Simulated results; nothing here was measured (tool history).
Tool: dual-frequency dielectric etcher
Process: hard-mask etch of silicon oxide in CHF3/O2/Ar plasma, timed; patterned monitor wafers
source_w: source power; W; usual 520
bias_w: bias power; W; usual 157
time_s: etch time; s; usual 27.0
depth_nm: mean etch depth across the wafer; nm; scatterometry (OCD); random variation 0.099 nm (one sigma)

| run | hour | source_w | bias_w | time_s | wafers since the last listed run | hours since the last wet clean | hours since the last source power generator calibration | hours since the last bias power generator calibration | hours since the last upper electrode change | hours since the gauge calibration | read-back reference wafer on the same gauge, depth_nm | depth_nm |
|---|---|---|---|---|---|---|---|---|---|---|---|---|
| 1 | 0.0 | 520 | 157 | 27.0 | 0 | 56.5 | 3687.0 | 4770.0 | 3311.7 | 777.6 | 40.91 | 48.46 |
| 2 | 52.4 | 520 | 157 | 22.0 | 678 | 108.9 | 3739.4 | 4822.4 | 3364.1 | 830.0 | 40.93 | 39.53 |
| 3 | 81.4 | 520 | 157 | 22.0 | 375 | 137.9 | 3768.4 | 4851.4 | 3393.1 | 859.0 | 40.94 | 39.49 |
| 4 | 123.7 | 520 | 157 | 27.0 | 547 | 180.2 | 3810.7 | 4893.7 | 3435.4 | 901.3 | 40.88 | 48.37 |
| 5 | 157.0 | 520 | 157 | 27.0 | 431 | 213.5 | 3844.0 | 4927.0 | 3468.7 | 934.6 | 40.88 | 48.30 |
| 6 | 213.7 | 520 | 135 | 22.0 | 734 | 270.2 | 3900.7 | 4983.7 | 3525.4 | 991.3 | 40.89 | 36.10 |
| 7 | 280.3 | 520 | 135 | 22.0 | 862 | 336.8 | 3967.3 | 5050.3 | 3592.0 | 1057.9 | 40.87 | 36.08 |
|  | 398.4 | wet clean of the chamber |
| 8 | 406.7 | 520 | 135 | 22.0 | 1326 | 8.3 | 4093.7 | 5176.7 | 3718.4 | 1184.3 | 40.92 | 36.59 |
| 9 | 433.4 | 480 | 157 | 27.0 | 345 | 35.0 | 4120.4 | 5203.4 | 3745.1 | 1211.0 | 40.92 | 47.28 |
| 10 | 477.3 | 480 | 157 | 27.0 | 568 | 78.9 | 4164.3 | 5247.3 | 3789.0 | 1254.9 | 40.94 | 47.25 |
|  | 490.8 | gauge calibrated |
| 11 | 515.9 | 520 | 157 | 31.0 | 499 | 117.5 | 4202.9 | 5285.9 | 3827.6 | 25.1 | 40.89 | 55.46 |
| 12 | 574.8 | 520 | 157 | 27.0 | 762 | 176.4 | 4261.8 | 5344.8 | 3886.5 | 84.0 | 40.93 | 48.33 |
| 13 | 610.5 | 520 | 157 | 27.0 | 462 | 212.1 | 4297.5 | 5380.5 | 3922.2 | 119.7 | 40.92 | 48.28 |
| 14 | 671.6 | 400 | 185 | 32.5 | 791 | 273.2 | 4358.6 | 5441.6 | 3983.3 | 180.8 | 40.91 | 57.64 |
|  | 704.1 | source power generator calibrated |
| 15 | 727.8 | 520 | 190 | 21.5 | 676 | 329.4 | 23.7 | 5497.8 | 4039.5 | 237.0 | 40.89 | 42.10 |
|  | 770.9 | bias power generator calibrated |
|  | 783.9 | upper electrode replaced |
| 16 | 792.6 | 520 | 157 | 27.0 | 619 | 394.2 | 88.5 | 21.7 | 8.7 | 301.8 | 40.92 | 49.22 |
| 17 | 839.1 | 410 | 126 | 24.5 | 602 | 440.7 | 135.0 | 68.2 | 55.2 | 348.3 | 40.90 | 36.47 |
| 18 | 879.5 | 520 | 157 | 27.0 | 523 | 481.1 | 175.4 | 108.6 | 95.6 | 388.7 | 40.91 | 48.87 |
|  | 934.3 | wet clean of the chamber |
| 19 | 934.8 | 520 | 196 | 27.0 | 405 | 0.5 | 230.7 | 163.9 | 150.9 | 444.0 | 40.88 | 55.89 |
| 20 | 957.0 | 520 | 133 | 33.0 | 287 | 22.7 | 252.9 | 186.1 | 173.1 | 466.2 | 40.90 | 55.46 |
| 21 | 986.5 | 480 | 136 | 34.5 | 382 | 52.2 | 282.4 | 215.6 | 202.6 | 495.7 | 40.90 | 57.27 |
| 22 | 1030.1 | 580 | 122 | 27.0 | 564 | 95.8 | 326.0 | 259.2 | 246.2 | 539.3 | 40.89 | 44.83 |
| 23 | 1079.0 | 520 | 186 | 27.0 | 633 | 144.7 | 374.9 | 308.1 | 295.1 | 588.2 | 40.87 | 54.01 |
| 24 | 1113.1 | 420 | 147 | 33.0 | 441 | 178.8 | 409.0 | 342.2 | 329.2 | 622.3 | 40.90 | 54.29 |
| 25 | 1143.2 | 470 | 140 | 19.5 | 389 | 208.9 | 439.1 | 372.3 | 359.3 | 652.4 | 40.92 | 32.43 |
| 26 | 1178.7 | 520 | 157 | 27.0 | 459 | 244.4 | 474.6 | 407.8 | 394.8 | 687.9 | 40.92 | 49.11 |
| 27 | 1244.1 | 520 | 157 | 27.0 | 847 | 309.8 | 540.0 | 473.2 | 460.2 | 753.3 | 40.86 | 48.91 |
| 28 | 1269.5 | 520 | 157 | 19.5 | 328 | 335.2 | 565.4 | 498.6 | 485.6 | 778.7 | 40.90 | 35.32 |
| 29 | 1333.9 | 520 | 157 | 27.0 | 834 | 399.6 | 629.8 | 563.0 | 550.0 | 843.1 | 40.89 | 48.69 |

Some steps in depth_nm between neighbouring runs. How much of each would the tool show without its hidden state too (settings, what came in, random variation), and how much is left for the hidden state, with any gauge scatter that isn't in both results?
The hidden state here: etch rate over this chamber's usual, %; source power that arrives over what is set, %; bias power that arrives over what is set, %; gauge reads high (%).
Run 15 -> 16: bias_w 190 -> 157, time_s 21.5 -> 27.0, bias power generator calibrated, upper electrode replaced. depth_nm +7.12 nm: hidden state +1.01, all else +6.11.
Run 18 -> 19: bias_w 157 -> 196, wet clean of the chamber. depth_nm +7.02 nm: hidden state +0.92, all else +6.10.
Run 24 -> 25: source_w 420 -> 470, bias_w 147 -> 140, time_s 33.0 -> 19.5. depth_nm -21.86 nm: hidden state +0.20, all else -22.06.
Run 25 -> 26: source_w 470 -> 520, bias_w 140 -> 157, time_s 19.5 -> 27.0. depth_nm +16.68 nm: hidden state -0.32, all else +17.00.

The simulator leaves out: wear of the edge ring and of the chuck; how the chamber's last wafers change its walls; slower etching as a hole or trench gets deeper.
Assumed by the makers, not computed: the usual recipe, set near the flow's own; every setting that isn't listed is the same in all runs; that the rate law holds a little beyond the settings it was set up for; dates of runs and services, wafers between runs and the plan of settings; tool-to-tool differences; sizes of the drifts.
